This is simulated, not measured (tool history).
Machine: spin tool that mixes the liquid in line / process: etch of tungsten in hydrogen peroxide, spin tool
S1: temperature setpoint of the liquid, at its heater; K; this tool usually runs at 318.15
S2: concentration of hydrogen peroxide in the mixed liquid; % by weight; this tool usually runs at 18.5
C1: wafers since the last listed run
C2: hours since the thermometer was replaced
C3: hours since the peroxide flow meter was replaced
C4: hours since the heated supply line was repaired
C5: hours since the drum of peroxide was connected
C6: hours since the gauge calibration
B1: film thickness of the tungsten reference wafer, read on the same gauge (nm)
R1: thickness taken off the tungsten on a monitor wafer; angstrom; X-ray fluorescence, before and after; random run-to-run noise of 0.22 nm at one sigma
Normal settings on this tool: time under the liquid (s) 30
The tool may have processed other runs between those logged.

{"run": 1, "day": 0.0, "S1": 318.15, "S2": 18.5, "time under the liquid (s)": 30, "C1": 0, "C2": 33.1, "C3": 909, "C4": 1388.4, "C5": 733.5, "C6": 791.1, "B1": 39.99, "R1": 232.6}
{"run": 2, "day": 0.75, "S1": 318.15, "S2": 18.5, "time under the liquid (s)": 30, "C1": 159, "C2": 51.1, "C3": 927, "C4": 1406.4, "C5": 751.5, "C6": 809.1, "B1": 40, "R1": 230.8}
{"day": 1.512, "done": "gauge calibrated"}
{"run": 3, "day": 1.533, "S1": 312.65, "S2": 21, "time under the liquid (s)": 30, "C1": 166, "C2": 69.9, "C3": 945.8, "C4": 1425.2, "C5": 770.3, "C6": 0.5, "B1": 40, "R1": 174}
{"run": 4, "day": 2.654, "S1": 309.65, "S2": 20, "time under the liquid (s)": 25, "C1": 238, "C2": 96.8, "C3": 972.7, "C4": 1452.1, "C5": 797.2, "C6": 27.4, "B1": 39.98, "R1": 114.1}
{"run": 5, "day": 4.075, "S1": 318.15, "S2": 24, "time under the liquid (s)": 30, "C1": 302, "C2": 130.9, "C3": 1006.8, "C4": 1486.2, "C5": 831.3, "C6": 61.5, "B1": 40.01, "R1": 264.1}
{"day": 4.733, "done": "new drum of peroxide connected"}
{"run": 6, "day": 4.8, "S1": 318.15, "S2": 14.5, "time under the liquid (s)": 30, "C1": 145, "C2": 148.3, "C3": 1024.2, "C4": 1503.6, "C5": 1.6, "C6": 78.9, "B1": 40.01, "R1": 207.8}
{"run": 7, "day": 5.312, "S1": 321.15, "S2": 23, "time under the liquid (s)": 15, "C1": 109, "C2": 160.6, "C3": 1036.5, "C4": 1515.9, "C5": 13.9, "C6": 91.2, "B1": 39.99, "R1": 159.5}
{"run": 8, "day": 5.896, "S1": 318.15, "S2": 18.5, "time under the liquid (s)": 30, "C1": 124, "C2": 174.6, "C3": 1050.5, "C4": 1529.9, "C5": 27.9, "C6": 105.2, "B1": 40.01, "R1": 236}
{"day": 6.554, "done": "peroxide flow meter replaced"}
{"run": 9, "day": 7.392, "S1": 324.65, "S2": 14.5, "time under the liquid (s)": 50, "C1": 309, "C2": 210.5, "C3": 20.1, "C4": 1565.8, "C5": 63.8, "C6": 141.1, "B1": 39.99, "R1": 519}
{"run": 10, "day": 7.975, "S1": 318.15, "S2": 18.5, "time under the liquid (s)": 40, "C1": 124, "C2": 224.5, "C3": 34.1, "C4": 1579.8, "C5": 77.8, "C6": 155.1, "B1": 39.99, "R1": 313.1}
{"run": 11, "day": 8.85, "S1": 318.15, "S2": 18.5, "time under the liquid (s)": 45, "C1": 186, "C2": 245.5, "C3": 55.1, "C4": 1600.8, "C5": 98.8, "C6": 176.1, "B1": 39.98, "R1": 353.2}
{"run": 12, "day": 9.554, "S1": 311.65, "S2": 18.5, "time under the liquid (s)": 30, "C1": 149, "C2": 262.4, "C3": 72, "C4": 1617.7, "C5": 115.7, "C6": 193, "B1": 39.99, "R1": 155.1}
{"run": 13, "day": 10.883, "S1": 326.15, "S2": 18.5, "time under the liquid (s)": 50, "C1": 283, "C2": 294.3, "C3": 103.9, "C4": 1649.6, "C5": 147.6, "C6": 224.9, "B1": 39.99, "R1": 640.6}
{"day": 12.129, "done": "heated supply line repaired"}
{"run": 14, "day": 12.221, "S1": 323.15, "S2": 18.5, "time under the liquid (s)": 45, "C1": 275, "C2": 326.4, "C3": 136, "C4": 2.2, "C5": 179.7, "C6": 257, "B1": 40.01, "R1": 476.9}
{"run": 15, "day": 13.229, "S1": 327.65, "S2": 21, "time under the liquid (s)": 45, "C1": 214, "C2": 350.6, "C3": 160.2, "C4": 26.4, "C5": 203.9, "C6": 281.2, "B1": 40.01, "R1": 662.3}
{"run": 16, "day": 14.117, "S1": 318.15, "S2": 18.5, "time under the liquid (s)": 30, "C1": 189, "C2": 371.9, "C3": 181.5, "C4": 47.7, "C5": 225.2, "C6": 302.5, "B1": 40, "R1": 233.5}

For run 17, what comes out?
{"run": 17, "day": 15.0, "S1": 318.15, "S2": 18.5, "time under the liquid (s)": 30, "C1": 188, "C2": 393.1, "C3": 202.7, "C4": 68.9, "C5": 246.4, "C6": 323.7, "B1": "?", "R1": "?"}

For run 17 the tool returned B1 40.01, R1 232.5 angstrom.
Minus the tool's unlogged condition, the same run would have read R1 245.2 angstrom.

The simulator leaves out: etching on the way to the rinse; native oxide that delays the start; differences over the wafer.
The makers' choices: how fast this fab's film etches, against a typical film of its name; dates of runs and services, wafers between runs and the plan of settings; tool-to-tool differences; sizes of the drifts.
